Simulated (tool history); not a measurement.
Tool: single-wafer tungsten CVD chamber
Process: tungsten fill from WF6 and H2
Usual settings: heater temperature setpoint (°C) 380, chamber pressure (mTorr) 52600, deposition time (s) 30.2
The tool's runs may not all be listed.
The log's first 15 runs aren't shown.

run,hour,heater temperature setpoint (°C),chamber pressure (mTorr),deposition time (s),"read-back reference wafer on the same gauge, thickness_nm",mean film thickness on the monitor wafer (nm)
16,431,384,58200,25.2,85.808,81.332
17,452.7,394,52600,34,85.676,128.781
18,465.3,380,52600,30.2,85.599,85.024
19,497.5,386,63500,34.7,85.479,121.427
20,515,374,63600,33.4,85.466,89.342
21,529.1,386,52600,30.2,85.453,96.538
22,558.1,380,65600,30.2,85.304,93.517
23,575.7,393,52600,30.2,85.252,111.68
24,605.1,380,52600,26.5,85.207,73.891
25,622.3,380,49200,30.2,85.158,81.311
26,635.5,380,52600,30.2,85.178,84.312
27,656.6,380,52600,35.5,85.098,99.088
28,673.2,380,40000,36.1,85.044,87.519
29,688.6,380,52600,30.2,85.024,84.031
30,711.7,366,52600,30.2,85.015,60.665
31,730.5,380,52600,30.2,84.976,83.649
32,757.7,387,52600,36.2,84.977,117.433
33,782.5,394,56500,30.2,84.943,117.615

Forecast each of these 5 alternatives for the next run:
A,782.9,380,52600,30.2,?,?
B,782.9,372,52600,30.2,?,?
C,782.9,394,52600,33.8,?,?
D,782.9,368,52600,36.1,?,?
E,782.9,380,63800,30.2,?,?

run,"read-back reference wafer on the same gauge, thickness_nm",mean film thickness on the monitor wafer (nm)
A,84.936,83.801
B,84.936,69.756
C,84.936,127.026
D,84.936,75.915
E,84.936,91.936
Without the tool's hidden state the same runs would have given:
run,mean film thickness on the monitor wafer (nm)
A,85.284
B,70.99
C,129.274
D,77.258
E,93.563
